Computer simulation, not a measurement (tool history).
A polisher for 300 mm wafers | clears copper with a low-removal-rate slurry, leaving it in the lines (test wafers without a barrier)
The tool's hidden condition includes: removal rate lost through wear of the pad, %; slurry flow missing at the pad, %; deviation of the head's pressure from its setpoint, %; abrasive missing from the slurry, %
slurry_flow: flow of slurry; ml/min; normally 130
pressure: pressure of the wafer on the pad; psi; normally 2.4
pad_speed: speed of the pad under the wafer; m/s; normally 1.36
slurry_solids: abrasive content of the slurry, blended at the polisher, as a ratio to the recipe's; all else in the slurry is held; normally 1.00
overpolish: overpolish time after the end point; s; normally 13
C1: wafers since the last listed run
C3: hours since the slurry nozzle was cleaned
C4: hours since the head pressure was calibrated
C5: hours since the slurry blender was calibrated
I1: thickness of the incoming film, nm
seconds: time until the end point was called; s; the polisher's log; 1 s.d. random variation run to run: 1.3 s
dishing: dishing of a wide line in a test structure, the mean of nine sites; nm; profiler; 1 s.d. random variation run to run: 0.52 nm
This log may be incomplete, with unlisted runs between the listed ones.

Run 1, hour 0.0: usual settings but slurry_flow 95 ml/min; C1 0; wafers polished on this pad 4338; C3 336.2; C4 445.4; C5 262.3; I1 534.9. Result: seconds 161.9 s, dishing 30.5 nm.
At hour 36.2: worn pad replaced by a new one.
Run 2, hour 106.4: usual settings but slurry_flow 95 ml/min; C1 679; wafers polished on this pad 465; C3 442.6; C4 551.8; C5 368.7; I1 538.4. Result: seconds 170.3 s, dishing 30.0 nm.
Run 3, hour 148.0: usual settings; C1 276; wafers polished on this pad 742; C3 484.2; C4 593.4; C5 410.3; I1 538.7. Result: seconds 156.8 s, dishing 31.3 nm.
Run 4, hour 193.7: usual settings; C1 303; wafers polished on this pad 1045; C3 529.9; C4 639.1; C5 456.0; I1 542.2. Result: seconds 160.9 s, dishing 31.4 nm.
Run 5, hour 240.9: usual settings; C1 313; wafers polished on this pad 1358; C3 577.1; C4 686.3; C5 503.2; I1 546.3. Result: seconds 162.1 s, dishing 30.4 nm.
At hour 307.7: head pressure recalibrated.
Run 6, hour 318.3: usual settings but pressure 2.8 psi; C1 500; wafers polished on this pad 1859; C3 654.5; C4 10.6; C5 580.6; I1 541.8. Result: seconds 138.5 s, dishing 34.8 nm.
At hour 320.7: slurry nozzle cleaned.
Run 7, hour 362.3: usual settings; C1 285; wafers polished on this pad 2144; C3 41.6; C4 54.6; C5 624.6; I1 542.6. Result: seconds 163.0 s, dishing 30.1 nm.
At hour 366.3: slurry blender recalibrated.
Run 8, hour 410.5: usual settings; C1 306; wafers polished on this pad 2451; C3 89.8; C4 102.8; C5 44.2; I1 552.8. Result: seconds 154.1 s, dishing 31.7 nm.
Run 9, hour 451.5: usual settings but pad_speed 1.08 m/s, slurry_solids 0.85, overpolish 6 s; C1 272; wafers polished on this pad 2723; C3 130.8; C4 143.8; C5 85.2; I1 546.6. Result: seconds 198.2 s, dishing 12.3 nm.
At hour 601.8: worn pad replaced by a new one.
Run 10, hour 744.8: usual settings but pressure 1.8 psi, pad_speed 0.92 m/s, slurry_solids 1.10; C1 1920; wafers polished on this pad 949; C3 424.1; C4 437.1; C5 378.5; I1 546.4. Result: seconds 290.7 s, dishing 17.8 nm.
Run 11, hour 800.3: usual settings but pressure 1.7 psi, slurry_solids 0.80, overpolish 5 s; C1 368; wafers polished on this pad 1317; C3 479.6; C4 492.6; C5 434.0; I1 548.7. Result: seconds 246.9 s, dishing 8.8 nm.
Run 12, hour 837.1: usual settings but pad_speed 1.68 m/s; C1 244; wafers polished on this pad 1562; C3 516.4; C4 529.4; C5 470.8; I1 549.3. Result: seconds 136.2 s, dishing 35.5 nm.
Run 13, hour 914.2: usual settings but overpolish 16 s; C1 511; wafers polished on this pad 2073; C3 593.5; C4 606.5; C5 547.9; I1 551.3. Result: seconds 167.4 s, dishing 36.0 nm.
At hour 971.5: slurry nozzle cleaned.
At hour 981.4: slurry blender recalibrated.
Run 14, hour 989.7: usual settings but pad_speed 1.14 m/s; C1 481; wafers polished on this pad 2554; C3 18.2; C4 682.0; C5 8.3; I1 548.7. Result: seconds 179.9 s, dishing 28.3 nm.
Run 15, hour 1092.8: usual settings but pressure 3.0 psi; C1 684; wafers polished on this pad 3239; C3 121.3; C4 785.1; C5 111.4; I1 533.6. Result: seconds 120.0 s, dishing 38.3 nm.
At hour 1144.4: worn pad replaced by a new one.
Run 16, hour 1175.6: usual settings but slurry_flow 155 ml/min; C1 523; wafers polished on this pad 207; C3 204.1; C4 867.9; C5 194.2; I1 541.5. Result: seconds 148.4 s, dishing 33.3 nm.
Run 17, hour 1213.1: usual settings but pressure 1.7 psi, slurry_solids 0.80, overpolish 5 s; C1 248; wafers polished on this pad 456; C3 241.6; C4 905.4; C5 231.7; I1 541.9. Result: seconds 234.1 s, dishing 9.0 nm.
At hour 1234.8: head pressure recalibrated.
Run 18, hour 1277.1: usual settings but pressure 2.8 psi, pad_speed 1.16 m/s, slurry_solids 1.30; C1 411; wafers polished on this pad 867; C3 305.6; C4 42.3; C5 295.7; I1 547.7. Result: seconds 141.6 s, dishing 33.8 nm.
Run 19, hour 1354.9: usual settings but slurry_flow 140 ml/min, pressure 2.1 psi, overpolish 17 s; C1 516; wafers polished on this pad 1384; C3 383.4; C4 120.1; C5 373.5; I1 547.3. Result: seconds 182.7 s, dishing 34.8 nm.
Run 20, hour 1408.7: usual settings but slurry_flow 100 ml/min, pressure 2.9 psi, pad_speed 1.84 m/s, slurry_solids 1.15; C1 357; wafers polished on this pad 1741; C3 437.2; C4 173.9; C5 427.3; I1 549.8. Result: seconds 101.3 s, dishing 44.1 nm.
Run 21, hour 1495.9: usual settings; C1 578; wafers polished on this pad 2319; C3 524.4; C4 261.1; C5 514.5; I1 540.0. Result: seconds 157.4 s, dishing 30.3 nm.
At hour 1559.9: slurry blender recalibrated.
Run 22, hour 1560.4: usual settings but slurry_solids 0.85; C1 414; wafers polished on this pad 2734; C3 588.9; C4 325.6; C5 0.5; I1 544.1. Result: seconds 159.6 s, dishing 30.8 nm.
Run 23, hour 1611.4: usual settings but pressure 3.1 psi; C1 338; wafers polished on this pad 3073; C3 639.9; C4 376.6; C5 51.5; I1 545.3. Result: seconds 119.4 s, dishing 41.0 nm.
Run 24, hour 1704.6: usual settings but slurry_solids 0.75, overpolish 19 s; C1 618; wafers polished on this pad 3691; C3 733.1; C4 469.8; C5 144.7; I1 546.2. Result: seconds 170.0 s, dishing 39.1 nm.
At hour 1717.7: slurry nozzle cleaned.
At hour 1762.1: worn pad replaced by a new one.
Run 25, hour 1781.7: usual settings but slurry_flow 165 ml/min; C1 478; wafers polished on this pad 130; C3 64.0; C4 546.9; C5 221.8; I1 538.5. Result: seconds 146.9 s, dishing 32.4 nm.
Run 26, hour 1862.6: usual settings but pressure 2.1 psi, pad_speed 1.62 m/s; C1 536; wafers polished on this pad 667; C3 144.9; C4 627.8; C5 302.7; I1 543.0. Result: seconds 151.3 s, dishing 32.8 nm.
Run 27, hour 2042.8: usual settings; C1 1196; wafers polished on this pad 1863; C3 325.1; C4 808.0; C5 482.9; I1 544.9. Result: seconds 162.4 s, dishing 31.2 nm.
At hour 2084.3: head pressure recalibrated.
Run 28, hour 2139.1: usual settings but slurry_flow 110 ml/min, pad_speed 1.20 m/s; C1 625; wafers polished on this pad 2489; C3 421.4; C4 54.8; C5 579.2; I1 550.0. Result: seconds 190.7 s, dishing 27.0 nm.

List, for all runs, the conditions of the tool that the log does not record:
removal rate lost through wear of the pad, %: 0 on each run
slurry flow missing at the pad, %: 0 on each run
deviation of the head's pressure from its setpoint, %: 0 on each run
H1: abrasive missing from the slurry, %
run     H1
  1   11.3
  2   15.3
  3   16.9
  4   18.6
  5   20.4
  6   23.4
  7     25
  8   6.09
  9   7.64
 10   18.8
 11   20.9
 12   22.2
 13   25.2
 14   1.28
 15   5.18
 16   8.32
 17   9.74
 18   12.2
 19   15.1
 20   17.2
 21   20.5
 22  0.946
 23   2.88
 24   6.41
 25   9.33
 26   12.4
 27   19.2
 28   22.9
